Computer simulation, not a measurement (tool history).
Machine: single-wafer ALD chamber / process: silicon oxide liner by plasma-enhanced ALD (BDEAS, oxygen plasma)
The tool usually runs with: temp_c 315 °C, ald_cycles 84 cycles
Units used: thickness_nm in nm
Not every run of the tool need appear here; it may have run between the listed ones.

run    hour  temp_c  ald_cycles  read-back reference wafer on the same gauge, thickness_nm  thickness_nm
  1       0     326          73                                                      8.905         6.459
  2    70.4     326          73                                                      8.907         6.484
  3   110.7     308          84                                                       8.94         7.672
  4   169.2     308          84                                                      8.948         7.663
  5   227.7     308          84                                                      8.949         7.675
  6   291.1     315          84                                                      8.967         7.632
  7   361.8     315          84                                                      8.977         7.626
  8   402.1     315          77                                                      8.973          7.01
  9     428     324          84                                                      8.984         7.558
 10   470.4     324          84                                                      8.986         7.575
 11   530.9     315          84                                                      9.004         7.614
 12   563.6     315          71                                                      9.022         6.475
      684.4  -- thermocouple changed; heater temperature recalibrated
 13   742.4     315          84                                                      9.071         7.681
 14   797.7     315          84                                                      9.095         7.697
 15   822.8     315          84                                                      9.095         7.718
 16   869.5     325          84                                                      9.107         7.649
 17   922.2     315          68                                                      9.136         6.303
 18   965.3     300          90                                                      9.156         8.478
 19  1014.6     319          70                                                      9.175         6.426
 20  1051.2     307         100                                                      9.168          9.36
 21  1105.6     315          84                                                      9.206         7.773
     1109.4  -- gauge calibrated
 22  1175.9     309          98                                                       8.89         8.892
 23  1205.7     326          84                                                      8.905          7.45
 24  1254.7     309          76                                                      8.917         6.918
 25  1321.1     323          76                                                      8.913         6.779
 26  1435.5     322          94                                                      8.916         8.369
 27  1504.4     315          76                                                      8.914          6.86
 28  1562.4     309          76                                                      8.923         6.954
 29  1628.3     328          84                                                      8.935         7.459

4 ways to go on from here, each from the tool as it stands after run 29. What would each give?
  A  1628.8     315          84                                                          ?             ?
  B  1628.8     322          84                                                          ?             ?
  C  1628.8     301          84                                                          ?             ?
  D  1628.8     325          67                                                          ?             ?

run  read-back reference wafer on the same gauge, thickness_nm  thickness_nm
  A                                                       8.93         7.584
  B                                                       8.93         7.517
  C                                                       8.93         7.717
  D                                                       8.93         5.973
Without the tool's hidden state the same runs would have given:
run  thickness_nm
  A         7.524
  B         7.458
  C         7.656
  D         5.926
